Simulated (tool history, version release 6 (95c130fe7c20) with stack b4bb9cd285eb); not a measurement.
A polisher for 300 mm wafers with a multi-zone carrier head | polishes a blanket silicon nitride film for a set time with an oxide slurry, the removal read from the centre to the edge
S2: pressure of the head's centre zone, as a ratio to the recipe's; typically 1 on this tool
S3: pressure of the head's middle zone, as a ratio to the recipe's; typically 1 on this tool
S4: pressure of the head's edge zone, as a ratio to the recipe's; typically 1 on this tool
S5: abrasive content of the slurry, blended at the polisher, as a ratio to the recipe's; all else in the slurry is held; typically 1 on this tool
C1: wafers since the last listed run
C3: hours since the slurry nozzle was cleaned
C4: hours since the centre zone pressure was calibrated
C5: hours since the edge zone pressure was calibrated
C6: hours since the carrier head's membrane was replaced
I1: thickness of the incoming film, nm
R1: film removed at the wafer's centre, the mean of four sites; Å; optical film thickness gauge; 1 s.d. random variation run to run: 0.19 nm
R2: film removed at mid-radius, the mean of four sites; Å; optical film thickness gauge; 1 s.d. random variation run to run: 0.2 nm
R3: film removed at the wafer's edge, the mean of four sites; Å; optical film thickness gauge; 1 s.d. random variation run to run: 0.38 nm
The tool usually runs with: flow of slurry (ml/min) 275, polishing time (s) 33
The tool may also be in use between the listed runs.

Run 1, hour 0: usual settings; C1 0; wafers polished on this pad 87; C3 568.6; C4 530.5; C5 156.6; C6 1275.6; I1 251.6. Result: R1 265 Å, R2 269 Å, R3 258 Å.
Run 2, hour 58.8: usual settings; C1 536; wafers polished on this pad 624; C3 627.4; C4 589.3; C5 215.4; C6 1334.4; I1 250.7. Result: R1 266 Å, R2 270 Å, R3 257 Å.
Run 3, hour 117.1: usual settings; C1 532; wafers polished on this pad 1156; C3 685.7; C4 647.6; C5 273.7; C6 1392.7; I1 250.1. Result: R1 270 Å, R2 273 Å, R3 266 Å.
Run 4, hour 189.3: usual settings; C1 659; wafers polished on this pad 1815; C3 757.9; C4 719.8; C5 345.9; C6 1464.9; I1 247.4. Result: R1 269 Å, R2 274 Å, R3 259 Å.
At hour 223.4: worn pad replaced by a new one.
Run 5, hour 255.6: usual settings; C1 568; wafers polished on this pad 293; C3 824.2; C4 786.1; C5 412.2; C6 1531.2; I1 248.7. Result: R1 273 Å, R2 274 Å, R3 263 Å.
At hour 277.5: slurry nozzle cleaned.
Run 6, hour 333.7: usual settings but S2 1.04; C1 703; wafers polished on this pad 997; C3 56.2; C4 864.2; C5 490.3; C6 1609.3; I1 250. Result: R1 283 Å, R2 273 Å, R3 250 Å.
Run 7, hour 396.6: usual settings but S2 1.04; C1 574; wafers polished on this pad 1571; C3 119.1; C4 927.1; C5 553.2; C6 1672.2; I1 251.9. Result: R1 287 Å, R2 271 Å, R3 252 Å.
At hour 447.5: centre zone pressure recalibrated.
At hour 475: worn pad replaced by a new one.
Run 8, hour 488.4: usual settings; C1 783; wafers polished on this pad 122; C3 210.9; C4 40.9; C5 645; C6 1764; I1 251.8. Result: R1 240 Å, R2 275 Å, R3 252 Å.
At hour 525.3: carrier head's membrane replaced by a new one.
Run 9, hour 538.9: usual settings; C1 415; wafers polished on this pad 538; C3 261.4; C4 91.4; C5 695.5; C6 13.6; I1 245.1. Result: R1 243 Å, R2 272 Å, R3 263 Å.
Run 10, hour 593.2: usual settings; C1 495; wafers polished on this pad 1033; C3 315.7; C4 145.7; C5 749.8; C6 67.9; I1 253.6. Result: R1 241 Å, R2 270 Å, R3 255 Å.
At hour 664.7: centre zone pressure recalibrated, repeated, since the last time left the tool worse.
Run 11, hour 676.1: usual settings but S2 0.94, S3 1.08, S4 1.04; C1 738; wafers polished on this pad 1772; C3 398.6; C4 11.4; C5 832.7; C6 150.8; I1 254.5. Result: R1 250 Å, R2 287 Å, R3 261 Å.
At hour 725.6: edge zone pressure recalibrated.
Run 12, hour 728.1: usual settings but flow of slurry (ml/min) 195, S2 0.88, S4 0.92, S5 0.9; C1 456; wafers polished on this pad 2228; C3 450.6; C4 63.4; C5 2.5; C6 202.8; I1 251.6. Result: R1 215 Å, R2 253 Å, R3 237 Å.
At hour 732.4: worn pad replaced by a new one.
Run 13, hour 799.5: usual settings but flow of slurry (ml/min) 225, polishing time (s) 41; C1 615; wafers polished on this pad 612; C3 522; C4 134.8; C5 73.9; C6 274.2; I1 250.3. Result: R1 323 Å, R2 329 Å, R3 318 Å.
Run 14, hour 886.7: usual settings but flow of slurry (ml/min) 220, S3 1.05, S4 0.92; C1 796; wafers polished on this pad 1408; C3 609.2; C4 222; C5 161.1; C6 361.4; I1 248.5. Result: R1 259 Å, R2 276 Å, R3 252 Å.
Run 15, hour 934.2: usual settings; C1 433; wafers polished on this pad 1842; C3 656.7; C4 269.5; C5 208.6; C6 408.9; I1 252.2. Result: R1 267 Å, R2 277 Å, R3 254 Å.
Run 16, hour 977.8: usual settings but S2 1.03; C1 398; wafers polished on this pad 2240; C3 700.3; C4 313.1; C5 252.2; C6 452.5; I1 251.7. Result: R1 274 Å, R2 270 Å, R3 265 Å.
At hour 982.6: worn pad replaced by a new one.
At hour 1019: slurry nozzle cleaned.
Run 17, hour 1024.1: usual settings but S4 0.96, S5 0.85; C1 377; wafers polished on this pad 369; C3 5.1; C4 359.4; C5 298.5; C6 498.8; I1 245.3. Result: R1 252 Å, R2 253 Å, R3 240 Å.
Run 18, hour 1089: usual settings but polishing time (s) 36; C1 592; wafers polished on this pad 962; C3 70; C4 424.3; C5 363.4; C6 563.7; I1 253.6. Result: R1 294 Å, R2 298 Å, R3 277 Å.

What will run 19 give?
Run 19, hour 1171.5: usual settings but flow of slurry (ml/min) 195, S2 0.88, S4 0.92, S5 0.9; C1 753; wafers polished on this pad 1715; C3 152.5; C4 506.8; C5 445.9; C6 646.2; I1 249. Result: R1 ?, R2 ?, R3 ?.

{"run 19": {"R1": 219, "R2": 254, "R3": 229}}
With the hidden condition absent and the run-to-run variation left alone, this run would have shown R1 215 Å, R2 254 Å, R3 229 Å.
